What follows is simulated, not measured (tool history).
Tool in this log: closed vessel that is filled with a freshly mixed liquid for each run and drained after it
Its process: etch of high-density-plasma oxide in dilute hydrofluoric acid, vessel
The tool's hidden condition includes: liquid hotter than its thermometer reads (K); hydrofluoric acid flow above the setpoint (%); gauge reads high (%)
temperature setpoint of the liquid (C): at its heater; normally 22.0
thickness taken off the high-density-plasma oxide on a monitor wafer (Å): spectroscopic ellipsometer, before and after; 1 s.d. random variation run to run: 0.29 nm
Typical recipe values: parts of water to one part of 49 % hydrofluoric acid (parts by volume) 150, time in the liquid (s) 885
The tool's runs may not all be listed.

run,hour,temperature setpoint of the liquid (C),parts of water to one part of 49 % hydrofluoric acid (parts by volume),time in the liquid (s),wafers since the last listed run,hours since the thermometer was replaced,hours since the hydrofluoric acid flow meter was replaced,hours since the gauge calibration,"read-back film thickness of the high-density-plasma oxide reference wafer, read on the same gauge (nm)",thickness taken off the high-density-plasma oxide on a monitor wafer (Å)
1,0.0,22.0,150,885,0,1890.0,254.7,2034.0,60.05,433.4
2,40.9,22.0,150,885,2104,1930.9,295.6,2074.9,60.00,421.4
3,144.7,22.0,150,885,5339,2034.7,399.4,2178.7,59.96,431.0
4,218.8,22.0,150,885,3811,2108.8,473.5,2252.8,60.03,426.4
5,256.0,22.0,150,885,1913,2146.0,510.7,2290.0,60.01,430.6
# hour 402.5: hydrofluoric acid flow meter replaced
6,491.7,22.0,150,885,12073,2381.7,89.2,2525.7,60.07,433.5
7,590.7,22.0,150,630,5092,2480.7,188.2,2624.7,59.95,306.8
8,693.8,22.0,150,630,5303,2583.8,291.3,2727.8,59.99,313.4
9,953.1,22.0,150,885,13339,2843.1,550.6,2987.1,60.00,441.1
# hour 971.0: hydrofluoric acid flow meter replaced
10,1006.3,22.0,150,885,2685,2896.3,35.3,3040.3,60.02,443.8
11,1092.2,22.0,200,885,4419,2982.2,121.2,3126.2,59.95,315.0
# hour 1097.3: gauge calibrated
# hour 1141.6: thermometer replaced
12,1142.1,22.0,200,885,2515,0.5,171.1,44.8,59.99,290.3
13,1231.2,22.0,200,885,4583,89.6,260.2,133.9,59.97,288.7
14,1335.4,18.5,150,885,5360,193.8,364.4,238.1,60.02,355.7
15,1418.3,18.5,150,885,4264,276.7,447.3,321.0,60.02,357.4
16,1483.3,22.0,150,885,3343,341.7,512.3,386.0,60.01,410.5
# hour 1658.9: hydrofluoric acid flow meter replaced
17,1755.9,19.0,110,1330,13972,614.3,97.0,658.6,59.97,788.6
18,1792.5,22.0,150,885,1882,650.9,133.6,695.2,60.03,407.8
19,1849.4,22.0,150,380,2927,707.8,190.5,752.1,60.01,178.5
20,1908.2,24.5,150,395,3024,766.6,249.3,810.9,60.07,203.6
21,2181.5,22.0,150,885,14059,1039.9,522.6,1084.2,59.96,418.9
# hour 2255.7: hydrofluoric acid flow meter replaced
22,2367.8,25.5,220,445,9532,1226.2,112.1,1270.5,59.99,152.1
23,2422.3,26.5,150,1370,2803,1280.7,166.6,1325.0,59.99,763.2
24,2492.4,22.0,200,885,3606,1350.8,236.7,1395.1,60.00,297.4
25,2548.7,24.5,120,450,2896,1407.1,293.0,1451.4,60.05,304.4
26,2641.4,22.0,150,885,4768,1499.8,385.7,1544.1,60.01,426.9
27,2700.0,25.0,95,470,3014,1558.4,444.3,1602.7,59.99,426.6
28,2797.0,23.5,170,885,4990,1655.4,541.3,1699.7,59.99,385.8
29,2836.9,22.0,115,550,2052,1695.3,581.2,1739.6,60.02,359.6
# hour 2909.9: hydrofluoric acid flow meter replaced
30,2920.7,26.5,175,1380,4259,1779.1,10.8,1823.4,60.03,653.7
31,3020.7,22.0,150,885,5144,1879.1,110.8,1923.4,60.03,432.9

Pick out some run-to-run changes in thickness taken off the high-density-plasma oxide on a monitor wafer (Å). Of each, how much would a tool without hidden state show as well, from the settings, what came in and chance, and how much is left for the hidden state and any gauge scatter not in both results compared?
Run 11 -> 12: gauge calibrated, thermometer replaced. thickness taken off the high-density-plasma oxide on a monitor wafer (Å) -24.7: hidden state -26.1, all else +1.4.
Run 17 -> 18: temperature setpoint of the liquid (C) 19.0 -> 22.0, parts of water to one part of 49 % hydrofluoric acid (parts by volume) 110 -> 150, time in the liquid (s) 1330 -> 885. thickness taken off the high-density-plasma oxide on a monitor wafer (Å) -380.8: hidden state -11.1, all else -369.7.
Run 22 -> 23: temperature setpoint of the liquid (C) 25.5 -> 26.5, parts of water to one part of 49 % hydrofluoric acid (parts by volume) 220 -> 150, time in the liquid (s) 445 -> 1370. thickness taken off the high-density-plasma oxide on a monitor wafer (Å) +611.1: hidden state +27.8, all else +583.3.
Run 23 -> 24: temperature setpoint of the liquid (C) 26.5 -> 22.0, parts of water to one part of 49 % hydrofluoric acid (parts by volume) 150 -> 200, time in the liquid (s) 1370 -> 885. thickness taken off the high-density-plasma oxide on a monitor wafer (Å) -465.8: hidden state -20.1, all else -445.7.
